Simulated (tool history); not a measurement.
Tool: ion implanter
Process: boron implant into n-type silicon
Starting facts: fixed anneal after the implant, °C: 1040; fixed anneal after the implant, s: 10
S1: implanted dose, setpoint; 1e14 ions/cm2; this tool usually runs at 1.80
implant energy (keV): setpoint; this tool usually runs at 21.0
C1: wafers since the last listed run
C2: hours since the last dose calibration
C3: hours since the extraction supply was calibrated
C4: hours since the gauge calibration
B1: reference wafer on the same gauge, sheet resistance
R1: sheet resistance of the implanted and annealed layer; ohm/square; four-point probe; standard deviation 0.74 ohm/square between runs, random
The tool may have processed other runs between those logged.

Run 1, hour 0.0: usual settings; C1 0; C2 1837.6; C3 1782.9; C4 49.2; B1 417.81. Result: R1 483.75 ohm/square.
Run 2, hour 18.0: usual settings; C1 266; C2 1855.6; C3 1800.9; C4 67.2; B1 418.12. Result: R1 483.51 ohm/square.
Run 3, hour 35.2: usual settings; C1 254; C2 1872.8; C3 1818.1; C4 84.4; B1 418.00. Result: R1 483.81 ohm/square.
Run 4, hour 61.4: usual settings; C1 387; C2 1899.0; C3 1844.3; C4 110.6; B1 417.87. Result: R1 483.55 ohm/square.
Run 5, hour 97.0: usual settings; C1 526; C2 1934.6; C3 1879.9; C4 146.2; B1 417.97. Result: R1 482.62 ohm/square.
Run 6, hour 111.2: usual settings; C1 209; C2 1948.8; C3 1894.1; C4 160.4; B1 418.06. Result: R1 482.21 ohm/square.
Run 7, hour 134.8: usual settings; C1 348; C2 1972.4; C3 1917.7; C4 184.0; B1 418.11. Result: R1 482.74 ohm/square.
Run 8, hour 148.7: usual settings; C1 205; C2 1986.3; C3 1931.6; C4 197.9; B1 417.96. Result: R1 482.52 ohm/square.
Run 9, hour 178.9: usual settings; C1 446; C2 2016.5; C3 1961.8; C4 228.1; B1 418.15. Result: R1 481.07 ohm/square.
Run 10, hour 191.5: usual settings; C1 186; C2 2029.1; C3 1974.4; C4 240.7; B1 417.97. Result: R1 482.16 ohm/square.
Run 11, hour 209.7: usual settings but S1 2.16 1e14 ions/cm2; C1 268; C2 2047.3; C3 1992.6; C4 258.9; B1 418.06. Result: R1 415.41 ohm/square.
At hour 234.5: extraction supply calibrated.
Run 12, hour 235.0: usual settings but S1 1.55 1e14 ions/cm2, implant energy (keV) 26.0; C1 255; C2 2072.6; C3 0.5; C4 284.2; B1 417.77. Result: R1 526.71 ohm/square.
Run 13, hour 245.0: usual settings but S1 1.36 1e14 ions/cm2, implant energy (keV) 28.0; C1 147; C2 2082.6; C3 10.5; C4 294.2; B1 417.97. Result: R1 575.37 ohm/square.
Run 14, hour 280.5: usual settings but S1 2.21 1e14 ions/cm2, implant energy (keV) 18.0; C1 524; C2 2118.1; C3 46.0; C4 329.7; B1 418.04. Result: R1 414.68 ohm/square.
Run 15, hour 316.5: usual settings but S1 2.28 1e14 ions/cm2, implant energy (keV) 16.5; C1 532; C2 2154.1; C3 82.0; C4 365.7; B1 418.20. Result: R1 408.41 ohm/square.
Run 16, hour 345.4: usual settings but S1 1.38 1e14 ions/cm2, implant energy (keV) 16.0; C1 427; C2 2183.0; C3 110.9; C4 394.6; B1 417.94. Result: R1 619.95 ohm/square.
Run 17, hour 380.6: usual settings; C1 520; C2 2218.2; C3 146.1; C4 429.8; B1 418.17. Result: R1 480.00 ohm/square.
Run 18, hour 395.5: usual settings but S1 2.30 1e14 ions/cm2, implant energy (keV) 23.5; C1 220; C2 2233.1; C3 161.0; C4 444.7; B1 417.93. Result: R1 387.50 ohm/square.
Run 19, hour 411.0: usual settings but S1 1.42 1e14 ions/cm2, implant energy (keV) 15.5; C1 229; C2 2248.6; C3 176.5; C4 460.2; B1 418.13. Result: R1 607.65 ohm/square.
At hour 442.9: gauge calibrated.
Run 20, hour 446.0: usual settings but S1 1.65 1e14 ions/cm2, implant energy (keV) 16.5; C1 517; C2 2283.6; C3 211.5; C4 3.1; B1 417.95. Result: R1 531.49 ohm/square.
Run 21, hour 481.1: usual settings; C1 518; C2 2318.7; C3 246.6; C4 38.2; B1 417.92. Result: R1 479.29 ohm/square.
At hour 529.9: Faraday cup replaced and dose calibrated.
Run 22, hour 586.8: usual settings; C1 1444; C2 56.9; C3 352.3; C4 143.9; B1 418.10. Result: R1 495.90 ohm/square.
Run 23, hour 681.5: usual settings but S1 1.39 1e14 ions/cm2; C1 1399; C2 151.6; C3 447.0; C4 238.6; B1 417.77. Result: R1 611.18 ohm/square.
Run 24, hour 722.4: usual settings; C1 604; C2 192.5; C3 487.9; C4 279.5; B1 418.01. Result: R1 494.52 ohm/square.

What if the next run were any one of these 5? Each begins from the tool's condition after run 24:
Run A, hour 722.8: usual settings but S1 2.11 1e14 ions/cm2; C1 5; C2 192.9; C3 488.3; C4 279.9; B1 ?. Result: R1 ?.
Run B, hour 722.8: usual settings but S1 2.26 1e14 ions/cm2; C1 5; C2 192.9; C3 488.3; C4 279.9; B1 ?. Result: R1 ?.
Run C, hour 722.8: usual settings but S1 2.08 1e14 ions/cm2, implant energy (keV) 26.0; C1 5; C2 192.9; C3 488.3; C4 279.9; B1 ?. Result: R1 ?.
Run D, hour 722.8: usual settings but S1 1.54 1e14 ions/cm2; C1 5; C2 192.9; C3 488.3; C4 279.9; B1 ?. Result: R1 ?.
Run E, hour 722.8: usual settings but S1 1.63 1e14 ions/cm2, implant energy (keV) 13.5; C1 5; C2 192.9; C3 488.3; C4 279.9; B1 ?. Result: R1 ?.

run      B1      R1
  A  418.02  436.87
  B  418.02  413.06
  C  418.02  430.61
  D  418.02  563.55
  E  418.02  571.30
Without the tool's unlogged condition, the same runs would have read:
run      R1
  A  436.95
  B  413.14
  C  430.69
  D  563.65
  E  571.41

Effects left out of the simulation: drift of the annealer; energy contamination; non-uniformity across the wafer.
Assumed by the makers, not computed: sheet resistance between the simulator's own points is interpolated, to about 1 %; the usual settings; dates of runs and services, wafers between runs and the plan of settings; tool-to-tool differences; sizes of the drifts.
